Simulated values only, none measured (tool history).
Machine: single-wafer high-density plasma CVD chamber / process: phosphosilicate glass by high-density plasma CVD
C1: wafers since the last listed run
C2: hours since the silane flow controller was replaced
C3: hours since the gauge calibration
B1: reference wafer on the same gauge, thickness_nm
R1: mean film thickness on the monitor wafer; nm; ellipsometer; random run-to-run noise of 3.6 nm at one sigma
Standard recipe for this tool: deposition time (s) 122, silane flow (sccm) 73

{"run": 1, "hour": 0.0, "deposition time (s)": 122, "silane flow (sccm)": 73, "C1": 0, "C2": 3843.3, "C3": 864.3, "B1": 999.421, "R1": 944.897}
{"run": 2, "hour": 54.2, "deposition time (s)": 122, "silane flow (sccm)": 73, "C1": 839, "C2": 3897.5, "C3": 918.5, "B1": 998.619, "R1": 942.968}
{"run": 3, "hour": 118.3, "deposition time (s)": 122, "silane flow (sccm)": 73, "C1": 992, "C2": 3961.6, "C3": 982.6, "B1": 997.486, "R1": 939.174}
{"run": 4, "hour": 223.9, "deposition time (s)": 122, "silane flow (sccm)": 73, "C1": 1635, "C2": 4067.2, "C3": 1088.2, "B1": 997.513, "R1": 938.702}
{"run": 5, "hour": 290.7, "deposition time (s)": 133, "silane flow (sccm)": 73, "C1": 1034, "C2": 4134, "C3": 1155, "B1": 997.303, "R1": 1020.044}
{"run": 6, "hour": 347.1, "deposition time (s)": 133, "silane flow (sccm)": 73, "C1": 873, "C2": 4190.4, "C3": 1211.4, "B1": 995.608, "R1": 1023.875}
{"run": 7, "hour": 401.1, "deposition time (s)": 131, "silane flow (sccm)": 73, "C1": 836, "C2": 4244.4, "C3": 1265.4, "B1": 995.816, "R1": 1003.116}
{"run": 8, "hour": 457.2, "deposition time (s)": 131, "silane flow (sccm)": 73, "C1": 868, "C2": 4300.5, "C3": 1321.5, "B1": 995.578, "R1": 1000.768}
{"run": 9, "hour": 679.7, "deposition time (s)": 131, "silane flow (sccm)": 73, "C1": 3446, "C2": 4523, "C3": 1544, "B1": 995.006, "R1": 1005.54}
{"run": 10, "hour": 729.9, "deposition time (s)": 122, "silane flow (sccm)": 79, "C1": 777, "C2": 4573.2, "C3": 1594.2, "B1": 993.765, "R1": 1002.572}
{"run": 11, "hour": 780.0, "deposition time (s)": 122, "silane flow (sccm)": 63, "C1": 775, "C2": 4623.3, "C3": 1644.3, "B1": 993.495, "R1": 803.97}
{"run": 12, "hour": 866.6, "deposition time (s)": 122, "silane flow (sccm)": 73, "C1": 1341, "C2": 4709.9, "C3": 1730.9, "B1": 992.025, "R1": 930.129}
{"run": 13, "hour": 960.9, "deposition time (s)": 122, "silane flow (sccm)": 78, "C1": 1460, "C2": 4804.2, "C3": 1825.2, "B1": 993.083, "R1": 994.681}
{"run": 14, "hour": 1067.6, "deposition time (s)": 122, "silane flow (sccm)": 73, "C1": 1652, "C2": 4910.9, "C3": 1931.9, "B1": 992.098, "R1": 936.815}
{"hour": 1141.0, "done": "silane flow controller replaced"}
{"run": 15, "hour": 1165.9, "deposition time (s)": 106, "silane flow (sccm)": 61, "C1": 1398, "C2": 24.9, "C3": 2030.2, "B1": 991.031, "R1": 681.7}
{"run": 16, "hour": 1225.5, "deposition time (s)": 122, "silane flow (sccm)": 73, "C1": 923, "C2": 84.5, "C3": 2089.8, "B1": 991.904, "R1": 934.417}
{"run": 17, "hour": 1284.3, "deposition time (s)": 122, "silane flow (sccm)": 65, "C1": 910, "C2": 143.3, "C3": 2148.6, "B1": 990.882, "R1": 830.089}
{"run": 18, "hour": 1596.6, "deposition time (s)": 139, "silane flow (sccm)": 80, "C1": 4836, "C2": 455.6, "C3": 2460.9, "B1": 990.998, "R1": 1162.299}
{"run": 19, "hour": 1674.8, "deposition time (s)": 122, "silane flow (sccm)": 73, "C1": 1211, "C2": 533.8, "C3": 2539.1, "B1": 990.463, "R1": 926.776}
{"hour": 1690.4, "done": "gauge calibrated"}
{"run": 20, "hour": 1796.9, "deposition time (s)": 111, "silane flow (sccm)": 81, "C1": 1891, "C2": 655.9, "C3": 106.5, "B1": 1014.733, "R1": 964.797}
{"run": 21, "hour": 2018.1, "deposition time (s)": 122, "silane flow (sccm)": 67, "C1": 3425, "C2": 877.1, "C3": 327.7, "B1": 1007.932, "R1": 871.82}
{"run": 22, "hour": 2118.3, "deposition time (s)": 122, "silane flow (sccm)": 73, "C1": 1551, "C2": 977.3, "C3": 427.9, "B1": 1007.087, "R1": 943.346}
{"run": 23, "hour": 2193.8, "deposition time (s)": 108, "silane flow (sccm)": 58, "C1": 1169, "C2": 1052.8, "C3": 503.4, "B1": 1005.053, "R1": 658.311}
{"run": 24, "hour": 2295.8, "deposition time (s)": 111, "silane flow (sccm)": 83, "C1": 1579, "C2": 1154.8, "C3": 605.4, "B1": 1003.847, "R1": 979.027}
{"run": 25, "hour": 2334.8, "deposition time (s)": 122, "silane flow (sccm)": 73, "C1": 604, "C2": 1193.8, "C3": 644.4, "B1": 1003.644, "R1": 942.45}

Alternative continuations, all from the tool just after run 25; predict every row:
{"run": "A", "hour": 2335.2, "deposition time (s)": 110, "silane flow (sccm)": 73, "C1": 6, "C2": 1194.2, "C3": 644.8, "B1": "?", "R1": "?"}
{"run": "B", "hour": 2335.2, "deposition time (s)": 112, "silane flow (sccm)": 83, "C1": 6, "C2": 1194.2, "C3": 644.8, "B1": "?", "R1": "?"}
{"run": "C", "hour": 2335.2, "deposition time (s)": 130, "silane flow (sccm)": 59, "C1": 6, "C2": 1194.2, "C3": 644.8, "B1": "?", "R1": "?"}

run=A B1=1003.968 R1=851.399
run=B B1=1003.968 R1=985.629
run=C B1=1003.968 R1=813.229
Stripped of hidden state, with their random variation kept, the same runs would have yielded:
run=A R1=860.632
run=B R1=996.319
run=C R1=822.049
